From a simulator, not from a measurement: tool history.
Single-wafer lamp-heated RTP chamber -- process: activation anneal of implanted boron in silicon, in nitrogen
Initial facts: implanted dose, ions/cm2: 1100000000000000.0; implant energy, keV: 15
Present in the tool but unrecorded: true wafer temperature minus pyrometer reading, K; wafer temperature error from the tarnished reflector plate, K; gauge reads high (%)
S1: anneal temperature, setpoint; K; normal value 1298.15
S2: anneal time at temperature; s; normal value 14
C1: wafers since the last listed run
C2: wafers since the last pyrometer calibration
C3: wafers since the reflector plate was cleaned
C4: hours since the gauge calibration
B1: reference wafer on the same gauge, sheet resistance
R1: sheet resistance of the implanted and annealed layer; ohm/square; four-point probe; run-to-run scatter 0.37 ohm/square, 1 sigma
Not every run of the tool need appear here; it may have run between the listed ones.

{"run": 1, "hour": 0.0, "S1": 1298.15, "S2": 14, "C1": 0, "C2": 3698, "C3": 6741, "C4": 530.1, "B1": 114.84, "R1": 132.55}
{"hour": 53.2, "done": "reflector plate cleaned"}
{"hour": 192.5, "done": "pyrometer window cleaned and pyrometer calibrated"}
{"run": 2, "hour": 204.9, "S1": 1298.15, "S2": 14, "C1": 4663, "C2": 307, "C3": 3548, "C4": 735.0, "B1": 115.18, "R1": 132.76}
{"run": 3, "hour": 264.7, "S1": 1298.15, "S2": 14, "C1": 1476, "C2": 1783, "C3": 5024, "C4": 794.8, "B1": 115.21, "R1": 133.37}
{"run": 4, "hour": 301.9, "S1": 1298.15, "S2": 14, "C1": 918, "C2": 2701, "C3": 5942, "C4": 832.0, "B1": 115.42, "R1": 133.55}
{"hour": 377.5, "done": "reflector plate cleaned"}
{"run": 5, "hour": 390.8, "S1": 1298.15, "S2": 14, "C1": 1997, "C2": 4699, "C3": 328, "C4": 920.9, "B1": 115.48, "R1": 133.11}
{"run": 6, "hour": 441.9, "S1": 1298.15, "S2": 14, "C1": 1261, "C2": 5960, "C3": 1589, "C4": 972.0, "B1": 115.71, "R1": 132.93}
{"run": 7, "hour": 546.2, "S1": 1285.15, "S2": 10, "C1": 2574, "C2": 8535, "C3": 4164, "C4": 1076.3, "B1": 115.71, "R1": 137.06}
{"hour": 569.1, "done": "pyrometer window cleaned and pyrometer calibrated"}
{"run": 8, "hour": 612.3, "S1": 1285.15, "S2": 10, "C1": 1434, "C2": 1065, "C3": 5598, "C4": 1142.4, "B1": 115.93, "R1": 137.55}
{"hour": 668.2, "done": "reflector plate cleaned"}
{"run": 9, "hour": 720.0, "S1": 1285.15, "S2": 10, "C1": 2461, "C2": 3527, "C3": 1279, "C4": 1250.1, "B1": 116.08, "R1": 138.02}
{"hour": 780.8, "done": "gauge calibrated"}
{"run": 10, "hour": 818.9, "S1": 1298.15, "S2": 14, "C1": 2441, "C2": 5968, "C3": 3720, "C4": 38.1, "B1": 113.94, "R1": 131.11}
{"run": 11, "hour": 858.9, "S1": 1313.15, "S2": 7, "C1": 987, "C2": 6955, "C3": 4708, "C4": 78.1, "B1": 114.14, "R1": 130.63}
{"hour": 934.1, "done": "pyrometer window cleaned and pyrometer calibrated"}
{"run": 12, "hour": 935.1, "S1": 1287.15, "S2": 8, "C1": 1683, "C2": 23, "C3": 6391, "C4": 154.3, "B1": 114.26, "R1": 135.73}
{"hour": 972.0, "done": "reflector plate cleaned"}
{"run": 13, "hour": 1020.0, "S1": 1271.15, "S2": 14, "C1": 1898, "C2": 1921, "C3": 1184, "C4": 239.2, "B1": 114.35, "R1": 139.68}
{"run": 14, "hour": 1107.1, "S1": 1298.15, "S2": 14, "C1": 2150, "C2": 4072, "C3": 3334, "C4": 326.3, "B1": 114.55, "R1": 131.2}
{"run": 15, "hour": 1176.3, "S1": 1298.15, "S2": 14, "C1": 1708, "C2": 5780, "C3": 5042, "C4": 395.5, "B1": 114.62, "R1": 132.57}
{"run": 16, "hour": 1230.3, "S1": 1274.15, "S2": 11, "C1": 1333, "C2": 7113, "C3": 6376, "C4": 449.5, "B1": 114.74, "R1": 139.53}
{"run": 17, "hour": 1297.0, "S1": 1298.15, "S2": 10, "C1": 1646, "C2": 8760, "C3": 8022, "C4": 516.2, "B1": 114.82, "R1": 133.77}
{"hour": 1313.0, "done": "pyrometer window cleaned and pyrometer calibrated"}
{"hour": 1342.8, "done": "reflector plate cleaned"}
{"run": 18, "hour": 1388.5, "S1": 1320.15, "S2": 21, "C1": 1863, "C2": 1666, "C3": 1128, "C4": 607.7, "B1": 114.86, "R1": 129.07}
{"run": 19, "hour": 1466.7, "S1": 1308.15, "S2": 20, "C1": 1930, "C2": 3597, "C3": 3059, "C4": 685.9, "B1": 115.13, "R1": 130.32}

The next listed run, before its measurement:
{"run": 20, "hour": 1573.5, "S1": 1298.15, "S2": 21, "C1": 2636, "C2": 6233, "C3": 5695, "C4": 792.7, "B1": "?", "R1": "?"}

For run 20 the tool returned B1 115.33, R1 131.87 ohm/square.
With the hidden condition absent and the run-to-run variation left alone, this run would have shown R1 130.34 ohm/square.
